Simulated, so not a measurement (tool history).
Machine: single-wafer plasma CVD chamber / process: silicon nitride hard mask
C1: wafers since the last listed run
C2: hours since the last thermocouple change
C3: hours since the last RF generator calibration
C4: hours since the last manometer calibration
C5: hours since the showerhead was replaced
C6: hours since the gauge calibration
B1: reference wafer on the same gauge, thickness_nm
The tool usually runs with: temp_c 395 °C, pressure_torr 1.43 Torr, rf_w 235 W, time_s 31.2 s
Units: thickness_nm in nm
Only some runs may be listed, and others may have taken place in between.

run 1 hour=0 | temp_c=395 pressure_torr=1.43 rf_w=235 time_s=31.2 | C1=0 C2=990.1 C3=802.3 C4=3003.8 C5=3373.4 C6=32.9 | B1=27.41 | thickness_nm=29.97
run 2 hour=12.6 | temp_c=395 pressure_torr=1.43 rf_w=235 time_s=31.2 | C1=301 C2=1002.7 C3=814.9 C4=3016.4 C5=3386 C6=45.5 | B1=27.399 | thickness_nm=29.937
run 3 hour=29.1 | temp_c=398 pressure_torr=1.56 rf_w=235 time_s=31.2 | C1=394 C2=1019.2 C3=831.4 C4=3032.9 C5=3402.5 C6=62 | B1=27.398 | thickness_nm=30.915
run 4 hour=44.6 | temp_c=398 pressure_torr=1.56 rf_w=235 time_s=31.2 | C1=370 C2=1034.7 C3=846.9 C4=3048.4 C5=3418 C6=77.5 | B1=27.404 | thickness_nm=30.86
run 5 hour=56.9 | temp_c=398 pressure_torr=1.56 rf_w=235 time_s=31.2 | C1=293 C2=1047 C3=859.2 C4=3060.7 C5=3430.3 C6=89.8 | B1=27.408 | thickness_nm=30.837
-- hour=69.9 showerhead replaced
-- hour=71.4 RF generator calibrated
run 6 hour=71.9 | temp_c=395 pressure_torr=1.43 rf_w=215 time_s=31.2 | C1=132 C2=1062 C3=0.5 C4=3075.7 C5=2 C6=104.8 | B1=27.403 | thickness_nm=29.59
run 7 hour=84.9 | temp_c=395 pressure_torr=1.43 rf_w=215 time_s=31.2 | C1=310 C2=1075 C3=13.5 C4=3088.7 C5=15 C6=117.8 | B1=27.398 | thickness_nm=29.627
run 8 hour=93.3 | temp_c=395 pressure_torr=1.43 rf_w=215 time_s=31.2 | C1=200 C2=1083.4 C3=21.9 C4=3097.1 C5=23.4 C6=126.2 | B1=27.408 | thickness_nm=29.53
run 9 hour=99.3 | temp_c=405 pressure_torr=1.43 rf_w=200 time_s=25.3 | C1=143 C2=1089.4 C3=27.9 C4=3103.1 C5=29.4 C6=132.2 | B1=27.393 | thickness_nm=23.024
run 10 hour=106.7 | temp_c=400 pressure_torr=1.43 rf_w=235 time_s=31.2 | C1=176 C2=1096.8 C3=35.3 C4=3110.5 C5=36.8 C6=139.6 | B1=27.389 | thickness_nm=30.708
-- hour=111.2 gauge calibrated
-- hour=121.4 thermocouple changed; heater temperature recalibrated
run 11 hour=122 | temp_c=395 pressure_torr=1.43 rf_w=235 time_s=31.2 | C1=174 C2=0.6 C3=50.6 C4=3125.8 C5=52.1 C6=10.8 | B1=27.411 | thickness_nm=30.688
run 12 hour=138.7 | temp_c=399 pressure_torr=1.67 rf_w=235 time_s=26.4 | C1=399 C2=17.3 C3=67.3 C4=3142.5 C5=68.8 C6=27.5 | B1=27.393 | thickness_nm=27.497
run 13 hour=154.8 | temp_c=395 pressure_torr=1.43 rf_w=190 time_s=31.2 | C1=384 C2=33.4 C3=83.4 C4=3158.6 C5=84.9 C6=43.6 | B1=27.407 | thickness_nm=27.699
-- hour=165.8 capacitance manometer re-zeroed and calibrated
run 14 hour=171.1 | temp_c=395 pressure_torr=1.43 rf_w=235 time_s=31.2 | C1=198 C2=49.7 C3=99.7 C4=5.3 C5=101.2 C6=59.9 | B1=27.404 | thickness_nm=30.538
run 15 hour=183.1 | temp_c=390 pressure_torr=1.68 rf_w=235 time_s=31.2 | C1=286 C2=61.7 C3=111.7 C4=17.3 C5=113.2 C6=71.9 | B1=27.4 | thickness_nm=32.49
run 16 hour=198.1 | temp_c=395 pressure_torr=1.43 rf_w=210 time_s=31.2 | C1=358 C2=76.7 C3=126.7 C4=32.3 C5=128.2 C6=86.9 | B1=27.4 | thickness_nm=28.898
run 17 hour=209.1 | temp_c=395 pressure_torr=1.43 rf_w=235 time_s=31.2 | C1=262 C2=87.7 C3=137.7 C4=43.3 C5=139.2 C6=97.9 | B1=27.415 | thickness_nm=30.473

Predict each of these 4 candidate next runs independently; none follows another, all start after run 17:
run A hour=209.5 | temp_c=395 pressure_torr=1.08 rf_w=235 time_s=31.2 | C1=9 C2=88.1 C3=138.1 C4=43.7 C5=139.6 C6=98.3 | B1=? | thickness_nm=?
run B hour=209.5 | temp_c=399 pressure_torr=1.29 rf_w=195 time_s=33.6 | C1=9 C2=88.1 C3=138.1 C4=43.7 C5=139.6 C6=98.3 | B1=? | thickness_nm=?
run C hour=209.5 | temp_c=391 pressure_torr=1.43 rf_w=265 time_s=31.2 | C1=9 C2=88.1 C3=138.1 C4=43.7 C5=139.6 C6=98.3 | B1=? | thickness_nm=?
run D hour=209.5 | temp_c=401 pressure_torr=1.08 rf_w=200 time_s=25.9 | C1=9 C2=88.1 C3=138.1 C4=43.7 C5=139.6 C6=98.3 | B1=? | thickness_nm=?

run=A B1=27.397 thickness_nm=26.996
run=B B1=27.397 thickness_nm=28.761
run=C B1=27.397 thickness_nm=32.426
run=D B1=27.397 thickness_nm=20.677
Take away the tool's hidden state, keep each run's random variation, and the runs would have read:
run=A thickness_nm=27.598
run=B thickness_nm=29.423
run=C thickness_nm=33.134
run=D thickness_nm=21.153
